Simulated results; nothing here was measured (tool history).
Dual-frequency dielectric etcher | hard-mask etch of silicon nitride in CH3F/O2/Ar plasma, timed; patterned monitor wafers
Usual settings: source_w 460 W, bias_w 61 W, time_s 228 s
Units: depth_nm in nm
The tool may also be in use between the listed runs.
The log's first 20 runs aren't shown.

| run | hour | source_w | bias_w | time_s | read-back reference wafer on the same gauge, depth_nm | depth_nm |
|---|---|---|---|---|---|---|
| 21 | 272.7 | 520 | 70 | 294.5 | 172.1 | 217.7 |
| 22 | 287.1 | 560 | 72 | 192.5 | 172.2 | 148.1 |
| 23 | 294.7 | 460 | 61 | 228 | 171.9 | 156 |
| 24 | 301.6 | 360 | 49 | 173.5 | 171.8 | 102.9 |
| 25 | 314.9 | 510 | 73 | 195.5 | 172 | 145.5 |
| 26 | 328.1 | 460 | 61 | 228 | 171.9 | 156.6 |
| 27 | 334.7 | 460 | 49 | 288.5 | 172.2 | 186.6 |
| 28 | 340.7 | 460 | 61 | 285.5 | 172 | 195.3 |
| 29 | 347.9 | 460 | 61 | 228 | 171.9 | 156.7 |
| 30 | 354.6 | 360 | 67 | 295 | 171.8 | 192.3 |
| 31 | 370.7 | 400 | 61 | 268 | 171.9 | 175.2 |

3 ways to go on from here, each from the tool as it stands after run 31. What would each give?
| A | 371.2 | 460 | 61 | 175.5 | ? | ? |
| B | 371.2 | 570 | 61 | 228 | ? | ? |
| C | 371.2 | 550 | 73 | 177 | ? | ? |

| run | read-back reference wafer on the same gauge, depth_nm | depth_nm |
|---|---|---|
| A | 172.1 | 121.3 |
| B | 172.1 | 169.8 |
| C | 172.1 | 137.1 |
Without the tool's hidden state the same runs would have given:
| run | depth_nm |
|---|---|
| A | 118.9 |
| B | 166.5 |
| C | 134.4 |
